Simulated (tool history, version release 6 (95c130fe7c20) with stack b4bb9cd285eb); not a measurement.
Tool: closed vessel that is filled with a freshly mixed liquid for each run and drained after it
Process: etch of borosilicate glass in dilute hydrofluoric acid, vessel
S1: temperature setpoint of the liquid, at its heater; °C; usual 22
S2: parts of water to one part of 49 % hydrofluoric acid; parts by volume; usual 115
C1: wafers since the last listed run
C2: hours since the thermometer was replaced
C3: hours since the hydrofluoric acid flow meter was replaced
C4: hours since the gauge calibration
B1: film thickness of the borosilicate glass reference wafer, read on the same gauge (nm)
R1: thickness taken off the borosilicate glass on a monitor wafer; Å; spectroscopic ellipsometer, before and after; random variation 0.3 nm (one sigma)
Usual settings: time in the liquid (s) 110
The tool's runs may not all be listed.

{"run": 1, "hour": 0.0, "S1": 22, "S2": 115, "time in the liquid (s)": 110, "C1": 0, "C2": 1248, "C3": 494.4, "C4": 1755.5, "B1": 149.99, "R1": 369.4}
{"run": 2, "hour": 70.8, "S1": 22, "S2": 90, "time in the liquid (s)": 110, "C1": 5020, "C2": 1318.8, "C3": 565.2, "C4": 1826.3, "B1": 149.98, "R1": 479.6}
{"run": 3, "hour": 109.9, "S1": 22, "S2": 90, "time in the liquid (s)": 110, "C1": 2772, "C2": 1357.9, "C3": 604.3, "C4": 1865.4, "B1": 150.02, "R1": 485.4}
{"run": 4, "hour": 167.8, "S1": 25, "S2": 115, "time in the liquid (s)": 80, "C1": 4105, "C2": 1415.8, "C3": 662.2, "C4": 1923.3, "B1": 149.99, "R1": 297.1}
{"run": 5, "hour": 236.9, "S1": 18.5, "S2": 115, "time in the liquid (s)": 110, "C1": 4899, "C2": 1484.9, "C3": 731.3, "C4": 1992.4, "B1": 150.01, "R1": 320.7}
{"run": 6, "hour": 367.4, "S1": 18.5, "S2": 115, "time in the liquid (s)": 110, "C1": 9253, "C2": 1615.4, "C3": 861.8, "C4": 2122.9, "B1": 150.01, "R1": 321.5}
{"run": 7, "hour": 408.7, "S1": 26, "S2": 130, "time in the liquid (s)": 110, "C1": 2928, "C2": 1656.7, "C3": 903.1, "C4": 2164.2, "B1": 150.01, "R1": 371.5}
{"run": 8, "hour": 475.3, "S1": 26, "S2": 130, "time in the liquid (s)": 110, "C1": 4722, "C2": 1723.3, "C3": 969.7, "C4": 2230.8, "B1": 149.98, "R1": 376.8}
{"run": 9, "hour": 543.3, "S1": 26, "S2": 130, "time in the liquid (s)": 110, "C1": 4821, "C2": 1791.3, "C3": 1037.7, "C4": 2298.8, "B1": 150, "R1": 373.3}
{"run": 10, "hour": 607.2, "S1": 22, "S2": 115, "time in the liquid (s)": 110, "C1": 4530, "C2": 1855.2, "C3": 1101.6, "C4": 2362.7, "B1": 150, "R1": 374.6}
{"hour": 640.8, "done": "hydrofluoric acid flow meter replaced"}
{"run": 11, "hour": 659.4, "S1": 24.5, "S2": 100, "time in the liquid (s)": 110, "C1": 3630, "C2": 1907.4, "C3": 18.6, "C4": 2414.9, "B1": 150, "R1": 479.2}
{"run": 12, "hour": 717.1, "S1": 18.5, "S2": 115, "time in the liquid (s)": 55, "C1": 4091, "C2": 1965.1, "C3": 76.3, "C4": 2472.6, "B1": 150, "R1": 160.1}
{"run": 13, "hour": 770.6, "S1": 24, "S2": 150, "time in the liquid (s)": 60, "C1": 3793, "C2": 2018.6, "C3": 129.8, "C4": 2526.1, "B1": 149.99, "R1": 161.8}
{"run": 14, "hour": 831.5, "S1": 22, "S2": 90, "time in the liquid (s)": 110, "C1": 4318, "C2": 2079.5, "C3": 190.7, "C4": 2587, "B1": 150.01, "R1": 499.8}
{"run": 15, "hour": 1045.1, "S1": 19, "S2": 70, "time in the liquid (s)": 155, "C1": 15145, "C2": 2293.1, "C3": 404.3, "C4": 2800.6, "B1": 149.98, "R1": 814.8}
{"run": 16, "hour": 1106.7, "S1": 22, "S2": 115, "time in the liquid (s)": 145, "C1": 4367, "C2": 2354.7, "C3": 465.9, "C4": 2862.2, "B1": 150.02, "R1": 494}
{"run": 17, "hour": 1139.2, "S1": 26, "S2": 60, "time in the liquid (s)": 135, "C1": 2304, "C2": 2387.2, "C3": 498.4, "C4": 2894.7, "B1": 150, "R1": 1112.3}
{"run": 18, "hour": 1194.5, "S1": 22, "S2": 115, "time in the liquid (s)": 70, "C1": 3921, "C2": 2442.5, "C3": 553.7, "C4": 2950, "B1": 150, "R1": 239.1}
{"hour": 1219.5, "done": "gauge calibrated"}
{"run": 19, "hour": 1247.6, "S1": 23.5, "S2": 150, "time in the liquid (s)": 140, "C1": 3765, "C2": 2495.6, "C3": 606.8, "C4": 28.1, "B1": 149.99, "R1": 374.8}
{"run": 20, "hour": 1307.0, "S1": 22, "S2": 115, "time in the liquid (s)": 110, "C1": 4211, "C2": 2555, "C3": 666.2, "C4": 87.5, "B1": 150.02, "R1": 376.2}
{"run": 21, "hour": 1369.0, "S1": 22, "S2": 160, "time in the liquid (s)": 110, "C1": 4396, "C2": 2617, "C3": 728.2, "C4": 149.5, "B1": 150.01, "R1": 259.3}
{"run": 22, "hour": 1416.9, "S1": 19, "S2": 160, "time in the liquid (s)": 75, "C1": 3396, "C2": 2664.9, "C3": 776.1, "C4": 197.4, "B1": 150, "R1": 159.6}
{"run": 23, "hour": 1441.6, "S1": 26, "S2": 130, "time in the liquid (s)": 110, "C1": 1751, "C2": 2689.6, "C3": 800.8, "C4": 222.1, "B1": 150.01, "R1": 380.4}
{"hour": 1498.1, "done": "hydrofluoric acid flow meter replaced"}
{"run": 24, "hour": 1505.4, "S1": 22, "S2": 115, "time in the liquid (s)": 160, "C1": 4452, "C2": 2753.4, "C3": 7.3, "C4": 285.9, "B1": 149.99, "R1": 555.2}
{"run": 25, "hour": 1532.8, "S1": 22, "S2": 115, "time in the liquid (s)": 110, "C1": 1942, "C2": 2780.8, "C3": 34.7, "C4": 313.3, "B1": 150, "R1": 379.4}
{"hour": 1560.5, "done": "thermometer replaced"}
{"run": 26, "hour": 1735.1, "S1": 22, "S2": 115, "time in the liquid (s)": 110, "C1": 14273, "C2": 174.6, "C3": 237, "C4": 515.6, "B1": 149.99, "R1": 361.9}
{"run": 27, "hour": 1759.8, "S1": 17, "S2": 60, "time in the liquid (s)": 55, "C1": 1751, "C2": 199.3, "C3": 261.7, "C4": 540.3, "B1": 150.01, "R1": 299.4}
{"run": 28, "hour": 1871.9, "S1": 22, "S2": 115, "time in the liquid (s)": 135, "C1": 7948, "C2": 311.4, "C3": 373.8, "C4": 652.4, "B1": 150.01, "R1": 438.7}
{"run": 29, "hour": 1930.7, "S1": 20.5, "S2": 130, "time in the liquid (s)": 165, "C1": 4169, "C2": 370.2, "C3": 432.6, "C4": 711.2, "B1": 150.02, "R1": 445.5}
{"run": 30, "hour": 1981.0, "S1": 26, "S2": 115, "time in the liquid (s)": 50, "C1": 3566, "C2": 420.5, "C3": 482.9, "C4": 761.5, "B1": 150.01, "R1": 193.4}
{"run": 31, "hour": 2040.4, "S1": 20.5, "S2": 150, "time in the liquid (s)": 140, "C1": 4211, "C2": 479.9, "C3": 542.3, "C4": 820.9, "B1": 150.01, "R1": 320.6}
{"run": 32, "hour": 2125.4, "S1": 22, "S2": 115, "time in the liquid (s)": 110, "C1": 6027, "C2": 564.9, "C3": 627.3, "C4": 905.9, "B1": 150.02, "R1": 359.9}

5 ways to go on from here, each from the tool as it stands after run 32. What would each give?
{"run": "A", "hour": 2126.1, "S1": 22, "S2": 115, "time in the liquid (s)": 110, "C1": 49, "C2": 565.6, "C3": 628, "C4": 906.6, "B1": "?", "R1": "?"}
{"run": "B", "hour": 2126.1, "S1": 20, "S2": 95, "time in the liquid (s)": 110, "C1": 49, "C2": 565.6, "C3": 628, "C4": 906.6, "B1": "?", "R1": "?"}
{"run": "C", "hour": 2126.1, "S1": 22, "S2": 135, "time in the liquid (s)": 150, "C1": 49, "C2": 565.6, "C3": 628, "C4": 906.6, "B1": "?", "R1": "?"}
{"run": "D", "hour": 2126.1, "S1": 19, "S2": 90, "time in the liquid (s)": 160, "C1": 49, "C2": 565.6, "C3": 628, "C4": 906.6, "B1": "?", "R1": "?"}
{"run": "E", "hour": 2126.1, "S1": 23.5, "S2": 135, "time in the liquid (s)": 110, "C1": 49, "C2": 565.6, "C3": 628, "C4": 906.6, "B1": "?", "R1": "?"}

run=A B1=150.01 R1=359.4
run=B B1=150.01 R1=410.6
run=C B1=150.01 R1=408.1
run=D B1=150.01 R1=608.3
run=E B1=150.01 R1=317.3
Without the tool's hidden state the same runs would have given:
run=A R1=354.7
run=B R1=405
run=C R1=402.9
run=D R1=600
run=E R1=313.3

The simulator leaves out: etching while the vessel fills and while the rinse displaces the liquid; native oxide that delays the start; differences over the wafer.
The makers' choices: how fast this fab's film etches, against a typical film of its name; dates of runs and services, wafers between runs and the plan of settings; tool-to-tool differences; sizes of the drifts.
